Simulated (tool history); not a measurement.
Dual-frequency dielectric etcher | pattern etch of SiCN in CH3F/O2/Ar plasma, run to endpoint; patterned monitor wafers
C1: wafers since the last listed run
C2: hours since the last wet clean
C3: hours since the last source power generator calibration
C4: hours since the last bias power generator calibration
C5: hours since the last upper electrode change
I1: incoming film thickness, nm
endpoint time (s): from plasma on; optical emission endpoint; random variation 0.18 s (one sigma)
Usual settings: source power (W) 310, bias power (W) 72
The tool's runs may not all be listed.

{"run": 1, "hour": 0.0, "source power (W)": 310, "bias power (W)": 72, "C1": 0, "C2": 375.8, "C3": 3019.2, "C4": 1803.9, "C5": 4574.1, "I1": 10.29, "endpoint time (s)": 30.4}
{"run": 2, "hour": 87.2, "source power (W)": 310, "bias power (W)": 72, "C1": 1810, "C2": 463, "C3": 3106.4, "C4": 1891.1, "C5": 4661.3, "I1": 10.11, "endpoint time (s)": 29.7}
{"run": 3, "hour": 185.9, "source power (W)": 310, "bias power (W)": 72, "C1": 2048, "C2": 561.7, "C3": 3205.1, "C4": 1989.8, "C5": 4760, "I1": 10.23, "endpoint time (s)": 30.3}
{"run": 4, "hour": 273.6, "source power (W)": 290, "bias power (W)": 72, "C1": 1820, "C2": 649.4, "C3": 3292.8, "C4": 2077.5, "C5": 4847.7, "I1": 10.32, "endpoint time (s)": 31.5}
{"run": 5, "hour": 365.0, "source power (W)": 290, "bias power (W)": 72, "C1": 1897, "C2": 740.8, "C3": 3384.2, "C4": 2168.9, "C5": 4939.1, "I1": 10.11, "endpoint time (s)": 30.3}
{"hour": 399.7, "done": "wet clean of the chamber"}
{"run": 6, "hour": 426.2, "source power (W)": 310, "bias power (W)": 61, "C1": 772, "C2": 26.5, "C3": 3445.4, "C4": 2230.1, "C5": 5000.3, "I1": 10.26, "endpoint time (s)": 31.7}
{"run": 7, "hour": 464.3, "source power (W)": 310, "bias power (W)": 61, "C1": 790, "C2": 64.6, "C3": 3483.5, "C4": 2268.2, "C5": 5038.4, "I1": 10.07, "endpoint time (s)": 31}
{"run": 8, "hour": 520.9, "source power (W)": 310, "bias power (W)": 61, "C1": 1174, "C2": 121.2, "C3": 3540.1, "C4": 2324.8, "C5": 5095, "I1": 10.2, "endpoint time (s)": 31.5}
{"run": 9, "hour": 588.1, "source power (W)": 310, "bias power (W)": 72, "C1": 1394, "C2": 188.4, "C3": 3607.3, "C4": 2392, "C5": 5162.2, "I1": 10.21, "endpoint time (s)": 30.3}
{"run": 10, "hour": 624.2, "source power (W)": 310, "bias power (W)": 72, "C1": 749, "C2": 224.5, "C3": 3643.4, "C4": 2428.1, "C5": 5198.3, "I1": 10.25, "endpoint time (s)": 30.3}
{"hour": 689.3, "done": "upper electrode replaced"}
{"run": 11, "hour": 699.8, "source power (W)": 310, "bias power (W)": 72, "C1": 1071, "C2": 300.1, "C3": 3719, "C4": 2503.7, "C5": 10.5, "I1": 10.2, "endpoint time (s)": 30.1}
{"run": 12, "hour": 777.9, "source power (W)": 310, "bias power (W)": 72, "C1": 1621, "C2": 378.2, "C3": 3797.1, "C4": 2581.8, "C5": 88.6, "I1": 10.29, "endpoint time (s)": 30.1}
{"run": 13, "hour": 879.7, "source power (W)": 330, "bias power (W)": 58, "C1": 2113, "C2": 480, "C3": 3898.9, "C4": 2683.6, "C5": 190.4, "I1": 10.26, "endpoint time (s)": 31.7}
{"hour": 922.9, "done": "bias power generator calibrated"}
{"run": 14, "hour": 923.4, "source power (W)": 370, "bias power (W)": 81, "C1": 824, "C2": 523.7, "C3": 3942.6, "C4": 0.5, "C5": 234.1, "I1": 10.11, "endpoint time (s)": 26.4}
{"run": 15, "hour": 1028.1, "source power (W)": 380, "bias power (W)": 66, "C1": 2173, "C2": 628.4, "C3": 4047.3, "C4": 105.2, "C5": 338.8, "I1": 10.14, "endpoint time (s)": 27.9}
{"run": 16, "hour": 1109.3, "source power (W)": 390, "bias power (W)": 88, "C1": 1685, "C2": 709.6, "C3": 4128.5, "C4": 186.4, "C5": 420, "I1": 10.25, "endpoint time (s)": 25.2}
{"hour": 1191.0, "done": "wet clean of the chamber"}
{"run": 17, "hour": 1210.2, "source power (W)": 310, "bias power (W)": 72, "C1": 1596, "C2": 19.2, "C3": 4229.4, "C4": 287.3, "C5": 520.9, "I1": 10.16, "endpoint time (s)": 29.7}
{"run": 18, "hour": 1280.3, "source power (W)": 310, "bias power (W)": 56, "C1": 1455, "C2": 89.3, "C3": 4299.5, "C4": 357.4, "C5": 591, "I1": 10.29, "endpoint time (s)": 33.2}
{"run": 19, "hour": 1330.9, "source power (W)": 270, "bias power (W)": 89, "C1": 1050, "C2": 139.9, "C3": 4350.1, "C4": 408, "C5": 641.6, "I1": 10.14, "endpoint time (s)": 29.6}
{"run": 20, "hour": 1393.7, "source power (W)": 230, "bias power (W)": 54, "C1": 1303, "C2": 202.7, "C3": 4412.9, "C4": 470.8, "C5": 704.4, "I1": 10.23, "endpoint time (s)": 38.4}
{"run": 21, "hour": 1495.6, "source power (W)": 230, "bias power (W)": 72, "C1": 2115, "C2": 304.6, "C3": 4514.8, "C4": 572.7, "C5": 806.3, "I1": 10.16, "endpoint time (s)": 34.6}
{"hour": 1529.8, "done": "source power generator calibrated"}
{"run": 22, "hour": 1598.1, "source power (W)": 370, "bias power (W)": 67, "C1": 2044, "C2": 407.1, "C3": 68.3, "C4": 675.2, "C5": 908.8, "I1": 10.16, "endpoint time (s)": 28.2}
{"hour": 1808.3, "done": "wet clean of the chamber"}
{"run": 23, "hour": 1823.1, "source power (W)": 240, "bias power (W)": 86, "C1": 4172, "C2": 14.8, "C3": 293.3, "C4": 900.2, "C5": 1133.8, "I1": 10.23, "endpoint time (s)": 31.9}
{"run": 24, "hour": 1872.0, "source power (W)": 270, "bias power (W)": 86, "C1": 1015, "C2": 63.7, "C3": 342.2, "C4": 949.1, "C5": 1182.7, "I1": 10.26, "endpoint time (s)": 30.4}
{"run": 25, "hour": 1944.3, "source power (W)": 310, "bias power (W)": 84, "C1": 1500, "C2": 136, "C3": 414.5, "C4": 1021.4, "C5": 1255, "I1": 10.19, "endpoint time (s)": 28.6}
{"run": 26, "hour": 2025.2, "source power (W)": 240, "bias power (W)": 88, "C1": 1679, "C2": 216.9, "C3": 495.4, "C4": 1102.3, "C5": 1335.9, "I1": 10.26, "endpoint time (s)": 32}
{"run": 27, "hour": 2080.4, "source power (W)": 310, "bias power (W)": 72, "C1": 1145, "C2": 272.1, "C3": 550.6, "C4": 1157.5, "C5": 1391.1, "I1": 10.23, "endpoint time (s)": 30.3}
{"run": 28, "hour": 2161.1, "source power (W)": 240, "bias power (W)": 65, "C1": 1675, "C2": 352.8, "C3": 631.3, "C4": 1238.2, "C5": 1471.8, "I1": 10.22, "endpoint time (s)": 35.4}
{"run": 29, "hour": 2217.8, "source power (W)": 260, "bias power (W)": 59, "C1": 1176, "C2": 409.5, "C3": 688, "C4": 1294.9, "C5": 1528.5, "I1": 10.25, "endpoint time (s)": 35.2}

Forecast run 30:
{"run": 30, "hour": 2304.4, "source power (W)": 270, "bias power (W)": 78, "C1": 1797, "C2": 496.1, "C3": 774.6, "C4": 1381.5, "C5": 1615.1, "I1": 10.22, "endpoint time (s)": "?"}

Run 30 gave endpoint time (s) 31.5.
Without the tool's hidden state the same run would have given endpoint time (s) 31.5.
